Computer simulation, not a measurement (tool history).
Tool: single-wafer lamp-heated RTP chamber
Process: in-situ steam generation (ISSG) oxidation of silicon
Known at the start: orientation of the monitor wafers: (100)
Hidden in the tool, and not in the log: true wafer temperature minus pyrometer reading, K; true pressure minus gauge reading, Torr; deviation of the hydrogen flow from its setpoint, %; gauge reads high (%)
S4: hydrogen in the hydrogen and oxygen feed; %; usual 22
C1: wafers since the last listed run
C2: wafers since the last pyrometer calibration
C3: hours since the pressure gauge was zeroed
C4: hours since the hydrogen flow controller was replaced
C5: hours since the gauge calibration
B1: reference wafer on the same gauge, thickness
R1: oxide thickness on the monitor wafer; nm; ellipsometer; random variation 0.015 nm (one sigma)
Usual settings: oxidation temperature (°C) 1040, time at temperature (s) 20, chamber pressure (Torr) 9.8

{"run": 1, "hour": 0.0, "oxidation temperature (°C)": 1040, "time at temperature (s)": 20, "chamber pressure (Torr)": 9.8, "S4": 22, "C1": 0, "C2": 7371, "C3": 3360.8, "C4": 1865.9, "C5": 794.7, "B1": 5.499, "R1": 6.029}
{"run": 2, "hour": 49.4, "oxidation temperature (°C)": 1040, "time at temperature (s)": 20, "chamber pressure (Torr)": 9.8, "S4": 22, "C1": 700, "C2": 8072, "C3": 3410.2, "C4": 1915.3, "C5": 844.1, "B1": 5.502, "R1": 6.047}
{"hour": 163.8, "done": "pyrometer window cleaned and pyrometer calibrated"}
{"run": 3, "hour": 164.3, "oxidation temperature (°C)": 1040, "time at temperature (s)": 20, "chamber pressure (Torr)": 9.8, "S4": 22, "C1": 1516, "C2": 7, "C3": 3525.1, "C4": 2030.2, "C5": 959.0, "B1": 5.503, "R1": 5.997}
{"run": 4, "hour": 231.2, "oxidation temperature (°C)": 1040, "time at temperature (s)": 20, "chamber pressure (Torr)": 9.8, "S4": 22, "C1": 948, "C2": 955, "C3": 3592.0, "C4": 2097.1, "C5": 1025.9, "B1": 5.502, "R1": 6.004}
{"run": 5, "hour": 307.7, "oxidation temperature (°C)": 1040, "time at temperature (s)": 20, "chamber pressure (Torr)": 9.8, "S4": 22, "C1": 1085, "C2": 2041, "C3": 3668.5, "C4": 2173.6, "C5": 1102.4, "B1": 5.496, "R1": 5.985}
{"run": 6, "hour": 372.2, "oxidation temperature (°C)": 1040, "time at temperature (s)": 24, "chamber pressure (Torr)": 9.8, "S4": 22, "C1": 914, "C2": 2955, "C3": 3733.0, "C4": 2238.1, "C5": 1166.9, "B1": 5.501, "R1": 6.607}
{"run": 7, "hour": 433.3, "oxidation temperature (°C)": 1040, "time at temperature (s)": 24, "chamber pressure (Torr)": 9.8, "S4": 22, "C1": 866, "C2": 3822, "C3": 3794.1, "C4": 2299.2, "C5": 1228.0, "B1": 5.496, "R1": 6.584}
{"run": 8, "hour": 539.9, "oxidation temperature (°C)": 1040, "time at temperature (s)": 24, "chamber pressure (Torr)": 9.8, "S4": 22, "C1": 1512, "C2": 5334, "C3": 3900.7, "C4": 2405.8, "C5": 1334.6, "B1": 5.502, "R1": 6.606}
{"run": 9, "hour": 609.0, "oxidation temperature (°C)": 1029, "time at temperature (s)": 20, "chamber pressure (Torr)": 9.8, "S4": 22, "C1": 980, "C2": 6314, "C3": 3969.8, "C4": 2474.9, "C5": 1403.7, "B1": 5.5, "R1": 5.689}
{"hour": 660.8, "done": "hydrogen flow controller replaced"}
{"run": 10, "hour": 692.7, "oxidation temperature (°C)": 1040, "time at temperature (s)": 20, "chamber pressure (Torr)": 9.8, "S4": 22, "C1": 1073, "C2": 7388, "C3": 4053.5, "C4": 31.9, "C5": 1487.4, "B1": 5.501, "R1": 6.055}
{"run": 11, "hour": 740.9, "oxidation temperature (°C)": 1040, "time at temperature (s)": 20, "chamber pressure (Torr)": 9.8, "S4": 22, "C1": 683, "C2": 8072, "C3": 4101.7, "C4": 80.1, "C5": 1535.6, "B1": 5.501, "R1": 6.057}
{"hour": 820.5, "done": "pyrometer window cleaned and pyrometer calibrated"}
{"run": 12, "hour": 842.8, "oxidation temperature (°C)": 1040, "time at temperature (s)": 20, "chamber pressure (Torr)": 9.8, "S4": 22, "C1": 1331, "C2": 315, "C3": 4203.6, "C4": 182.0, "C5": 1637.5, "B1": 5.499, "R1": 5.978}
{"run": 13, "hour": 948.5, "oxidation temperature (°C)": 1040, "time at temperature (s)": 15, "chamber pressure (Torr)": 9.0, "S4": 22, "C1": 1499, "C2": 1815, "C3": 4309.3, "C4": 287.7, "C5": 1743.2, "B1": 5.5, "R1": 5.23}
{"run": 14, "hour": 1035.1, "oxidation temperature (°C)": 1028, "time at temperature (s)": 26, "chamber pressure (Torr)": 8.4, "S4": 28, "C1": 1228, "C2": 3043, "C3": 4395.9, "C4": 374.3, "C5": 1829.8, "B1": 5.496, "R1": 6.913}
{"run": 15, "hour": 1077.3, "oxidation temperature (°C)": 1040, "time at temperature (s)": 24, "chamber pressure (Torr)": 9.8, "S4": 22, "C1": 598, "C2": 3642, "C3": 4438.1, "C4": 416.5, "C5": 1872.0, "B1": 5.501, "R1": 6.563}
{"hour": 1107.1, "done": "gauge calibrated"}
{"run": 16, "hour": 1149.8, "oxidation temperature (°C)": 1054, "time at temperature (s)": 15, "chamber pressure (Torr)": 10.2, "S4": 32, "C1": 1028, "C2": 4670, "C3": 4510.6, "C4": 489.0, "C5": 42.7, "B1": 5.501, "R1": 5.981}
{"hour": 1361.5, "done": "pyrometer window cleaned and pyrometer calibrated"}
{"hour": 1435.2, "done": "pressure gauge zeroed"}
{"run": 17, "hour": 1440.7, "oxidation temperature (°C)": 1040, "time at temperature (s)": 23, "chamber pressure (Torr)": 10.2, "S4": 18, "C1": 3899, "C2": 1010, "C3": 5.5, "C4": 779.9, "C5": 333.6, "B1": 5.495, "R1": 6.124}
{"run": 18, "hour": 1554.3, "oxidation temperature (°C)": 1050, "time at temperature (s)": 17, "chamber pressure (Torr)": 9.8, "S4": 29, "C1": 1611, "C2": 2621, "C3": 119.1, "C4": 893.5, "C5": 447.2, "B1": 5.501, "R1": 6.182}
{"run": 19, "hour": 1602.9, "oxidation temperature (°C)": 1040, "time at temperature (s)": 20, "chamber pressure (Torr)": 9.8, "S4": 22, "C1": 689, "C2": 3311, "C3": 167.7, "C4": 942.1, "C5": 495.8, "B1": 5.495, "R1": 5.988}
{"run": 20, "hour": 1650.8, "oxidation temperature (°C)": 1040, "time at temperature (s)": 20, "chamber pressure (Torr)": 8.3, "S4": 22, "C1": 679, "C2": 3990, "C3": 215.6, "C4": 990.0, "C5": 543.7, "B1": 5.5, "R1": 6.115}
{"run": 21, "hour": 1754.2, "oxidation temperature (°C)": 1054, "time at temperature (s)": 20, "chamber pressure (Torr)": 8.6, "S4": 22, "C1": 1466, "C2": 5457, "C3": 319.0, "C4": 1093.4, "C5": 647.1, "B1": 5.499, "R1": 6.582}
{"run": 22, "hour": 1819.2, "oxidation temperature (°C)": 1040, "time at temperature (s)": 27, "chamber pressure (Torr)": 9.8, "S4": 22, "C1": 921, "C2": 6379, "C3": 384.0, "C4": 1158.4, "C5": 712.1, "B1": 5.498, "R1": 7.035}
{"run": 23, "hour": 1889.3, "oxidation temperature (°C)": 1040, "time at temperature (s)": 20, "chamber pressure (Torr)": 9.8, "S4": 25, "C1": 994, "C2": 7373, "C3": 454.1, "C4": 1228.5, "C5": 782.2, "B1": 5.502, "R1": 6.176}
{"run": 24, "hour": 1944.0, "oxidation temperature (°C)": 1040, "time at temperature (s)": 20, "chamber pressure (Torr)": 8.6, "S4": 22, "C1": 775, "C2": 8149, "C3": 508.8, "C4": 1283.2, "C5": 836.9, "B1": 5.5, "R1": 6.162}
{"hour": 2017.5, "done": "pyrometer window cleaned and pyrometer calibrated"}
{"run": 25, "hour": 2018.0, "oxidation temperature (°C)": 1030, "time at temperature (s)": 24, "chamber pressure (Torr)": 9.3, "S4": 12, "C1": 936, "C2": 6, "C3": 582.8, "C4": 1357.2, "C5": 910.9, "B1": 5.503, "R1": 5.533}
{"run": 26, "hour": 2087.7, "oxidation temperature (°C)": 1040, "time at temperature (s)": 20, "chamber pressure (Torr)": 10.2, "S4": 25, "C1": 988, "C2": 995, "C3": 652.5, "C4": 1426.9, "C5": 980.6, "B1": 5.5, "R1": 6.091}

Forecast each of these 4 alternatives for the next run:
{"run": "A", "hour": 2088.1, "oxidation temperature (°C)": 1040, "time at temperature (s)": 20, "chamber pressure (Torr)": 9.8, "S4": 13, "C1": 5, "C2": 1000, "C3": 652.9, "C4": 1427.3, "C5": 981.0, "B1": "?", "R1": "?"}
{"run": "B", "hour": 2088.1, "oxidation temperature (°C)": 1040, "time at temperature (s)": 20, "chamber pressure (Torr)": 9.8, "S4": 17, "C1": 5, "C2": 1000, "C3": 652.9, "C4": 1427.3, "C5": 981.0, "B1": "?", "R1": "?"}
{"run": "C", "hour": 2088.1, "oxidation temperature (°C)": 1030, "time at temperature (s)": 24, "chamber pressure (Torr)": 8.4, "S4": 17, "C1": 5, "C2": 1000, "C3": 652.9, "C4": 1427.3, "C5": 981.0, "B1": "?", "R1": "?"}
{"run": "D", "hour": 2088.1, "oxidation temperature (°C)": 1040, "time at temperature (s)": 20, "chamber pressure (Torr)": 9.8, "S4": 28, "C1": 5, "C2": 1000, "C3": 652.9, "C4": 1427.3, "C5": 981.0, "B1": "?", "R1": "?"}

run=A B1=5.502 R1=5.318
run=B B1=5.502 R1=5.625
run=C B1=5.502 R1=5.959
run=D B1=5.502 R1=6.272
Without the tool's hidden state the same runs would have given:
run=A R1=5.317
run=B R1=5.624
run=C R1=5.958
run=D R1=6.271
